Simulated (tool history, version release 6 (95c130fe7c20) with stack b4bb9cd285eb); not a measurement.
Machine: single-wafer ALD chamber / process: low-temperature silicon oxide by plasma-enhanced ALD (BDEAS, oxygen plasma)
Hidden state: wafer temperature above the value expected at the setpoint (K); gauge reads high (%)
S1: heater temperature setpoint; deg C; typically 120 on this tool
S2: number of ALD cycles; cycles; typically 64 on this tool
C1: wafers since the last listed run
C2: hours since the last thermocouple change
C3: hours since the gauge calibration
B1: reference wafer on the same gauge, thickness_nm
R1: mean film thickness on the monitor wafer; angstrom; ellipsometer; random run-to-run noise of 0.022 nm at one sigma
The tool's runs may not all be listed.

Run 1, hour 0: usual settings but S1 109 deg C, S2 56 cycles; C1 0; C2 1195.2; C3 98.8; B1 10.223. Result: R1 80.23 angstrom.
Run 2, hour 7.8: usual settings but S1 109 deg C, S2 56 cycles; C1 24; C2 1203; C3 106.6; B1 10.228. Result: R1 80.22 angstrom.
Run 3, hour 18.5: usual settings; C1 33; C2 1213.7; C3 117.3; B1 10.222. Result: R1 89.55 angstrom.
Run 4, hour 26: usual settings; C1 23; C2 1221.2; C3 124.8; B1 10.218. Result: R1 90.39 angstrom.
Run 5, hour 40.4: usual settings but S2 54 cycles; C1 45; C2 1235.6; C3 139.2; B1 10.218. Result: R1 75.84 angstrom.
Run 6, hour 86.1: usual settings but S2 54 cycles; C1 143; C2 1281.3; C3 184.9; B1 10.2. Result: R1 75.99 angstrom.
Run 7, hour 97.6: usual settings but S1 113 deg C, S2 68 cycles; C1 36; C2 1292.8; C3 196.4; B1 10.192. Result: R1 96.6 angstrom.
Run 8, hour 104.4: usual settings; C1 21; C2 1299.6; C3 203.2; B1 10.193. Result: R1 89.53 angstrom.
Run 9, hour 120.9: usual settings; C1 51; C2 1316.1; C3 219.7; B1 10.183. Result: R1 89.55 angstrom.
Run 10, hour 142.7: usual settings; C1 68; C2 1337.9; C3 241.5; B1 10.173. Result: R1 89.3 angstrom.
Run 11, hour 156.1: usual settings; C1 42; C2 1351.3; C3 254.9; B1 10.161. Result: R1 89.55 angstrom.
Run 12, hour 165.1: usual settings; C1 28; C2 1360.3; C3 263.9; B1 10.164. Result: R1 89.32 angstrom.
Run 13, hour 177.6: usual settings; C1 39; C2 1372.8; C3 276.4; B1 10.153. Result: R1 89.46 angstrom.
Run 14, hour 191.4: usual settings; C1 43; C2 1386.6; C3 290.2; B1 10.143. Result: R1 89.11 angstrom.
Run 15, hour 205.9: usual settings; C1 45; C2 1401.1; C3 304.7; B1 10.135. Result: R1 88.77 angstrom.
Run 16, hour 221: usual settings; C1 47; C2 1416.2; C3 319.8; B1 10.121. Result: R1 88.68 angstrom.
Run 17, hour 233.2: usual settings; C1 38; C2 1428.4; C3 332; B1 10.113. Result: R1 88.84 angstrom.
Run 18, hour 243.9: usual settings but S1 125 deg C; C1 33; C2 1439.1; C3 342.7; B1 10.109. Result: R1 88.17 angstrom.
Run 19, hour 258.9: usual settings but S1 125 deg C; C1 47; C2 1454.1; C3 357.7; B1 10.097. Result: R1 87.95 angstrom.
Run 20, hour 269.8: usual settings but S1 126 deg C; C1 34; C2 1465; C3 368.6; B1 10.086. Result: R1 87.94 angstrom.
At hour 273.7: gauge calibrated.
Run 21, hour 282: usual settings; C1 38; C2 1477.2; C3 8.3; B1 10.215. Result: R1 90.12 angstrom.
Run 22, hour 293.5: usual settings but S1 113 deg C, S2 54 cycles; C1 36; C2 1488.7; C3 19.8; B1 10.214. Result: R1 77.03 angstrom.
Run 23, hour 308.3: usual settings but S1 112 deg C, S2 70 cycles; C1 46; C2 1503.5; C3 34.6; B1 10.212. Result: R1 99.85 angstrom.
Run 24, hour 323.5: usual settings; C1 47; C2 1518.7; C3 49.8; B1 10.212. Result: R1 89.92 angstrom.
Run 25, hour 339.9: usual settings but S1 107 deg C; C1 51; C2 1535.1; C3 66.2; B1 10.212. Result: R1 91.41 angstrom.
Run 26, hour 350.5: usual settings; C1 33; C2 1545.7; C3 76.8; B1 10.209. Result: R1 89.76 angstrom.
Run 27, hour 359.5: usual settings; C1 28; C2 1554.7; C3 85.8; B1 10.21. Result: R1 89.53 angstrom.
At hour 369.9: thermocouple changed; heater temperature recalibrated.
Run 28, hour 370.4: usual settings but S1 112 deg C, S2 76 cycles; C1 9; C2 0.5; C3 96.7; B1 10.205. Result: R1 107.57 angstrom.
Run 29, hour 383.9: usual settings but S1 113 deg C, S2 60 cycles; C1 42; C2 14; C3 110.2; B1 10.206. Result: R1 85.3 angstrom.
Run 30, hour 399: usual settings but S1 124 deg C, S2 56 cycles; C1 47; C2 29.1; C3 125.3; B1 10.198. Result: R1 77.87 angstrom.
Run 31, hour 413.2: usual settings; C1 44; C2 43.3; C3 139.5; B1 10.196. Result: R1 89.69 angstrom.
Run 32, hour 430.4: usual settings but S1 114 deg C, S2 70 cycles; C1 54; C2 60.5; C3 156.7; B1 10.19. Result: R1 99 angstrom.
Run 33, hour 444.4: usual settings; C1 44; C2 74.5; C3 170.7; B1 10.188. Result: R1 89.48 angstrom.
Run 34, hour 462.1: usual settings; C1 55; C2 92.2; C3 188.4; B1 10.173. Result: R1 89.55 angstrom.
Run 35, hour 469.4: usual settings; C1 22; C2 99.5; C3 195.7; B1 10.173. Result: R1 89.41 angstrom.
Run 36, hour 486.9: usual settings but S1 113 deg C, S2 72 cycles; C1 55; C2 117; C3 213.2; B1 10.165. Result: R1 101.56 angstrom.
Run 37, hour 503.1: usual settings but S1 106 deg C, S2 61 cycles; C1 51; C2 133.2; C3 229.4; B1 10.158. Result: R1 86.82 angstrom.
Run 38, hour 520.5: usual settings but S2 71 cycles; C1 54; C2 150.6; C3 246.8; B1 10.149. Result: R1 99.02 angstrom.
Run 39, hour 531.9: usual settings but S1 128 deg C, S2 60 cycles; C1 35; C2 162; C3 258.2; B1 10.142. Result: R1 82.42 angstrom.
Run 40, hour 539.2: usual settings but S1 109 deg C, S2 76 cycles; C1 22; C2 169.3; C3 265.5; B1 10.138. Result: R1 107.28 angstrom.
Run 41, hour 548.3: usual settings but S1 133 deg C, S2 56 cycles; C1 28; C2 178.4; C3 274.6; B1 10.131. Result: R1 76.3 angstrom.
Run 42, hour 564.5: usual settings; C1 51; C2 194.6; C3 290.8; B1 10.12. Result: R1 88.92 angstrom.

Give the tool's hidden conditions for every run:
wafer temperature above the value expected at the setpoint (K): 0 at every run
H1: gauge reads high (%)
run       H1
  1  -0.0475
  2  -0.0647
  3  -0.0905
  4    -0.11
  5   -0.151
  6    -0.31
  7   -0.357
  8   -0.386
  9   -0.461
 10   -0.569
 11    -0.64
 12   -0.691
 13   -0.763
 14   -0.847
 15    -0.94
 16    -1.04
 17    -1.13
 18     -1.2
 19    -1.32
 20     -1.4
 21    -0.15
 22   -0.154
 23   -0.163
 24   -0.176
 25   -0.197
 26   -0.213
 27   -0.229
 28    -0.25
 29    -0.28
 30   -0.318
 31   -0.359
 32   -0.413
 33   -0.463
 34   -0.531
 35   -0.561
 36   -0.638
 37   -0.715
 38   -0.804
 39   -0.866
 40   -0.907
 41   -0.959
 42    -1.06

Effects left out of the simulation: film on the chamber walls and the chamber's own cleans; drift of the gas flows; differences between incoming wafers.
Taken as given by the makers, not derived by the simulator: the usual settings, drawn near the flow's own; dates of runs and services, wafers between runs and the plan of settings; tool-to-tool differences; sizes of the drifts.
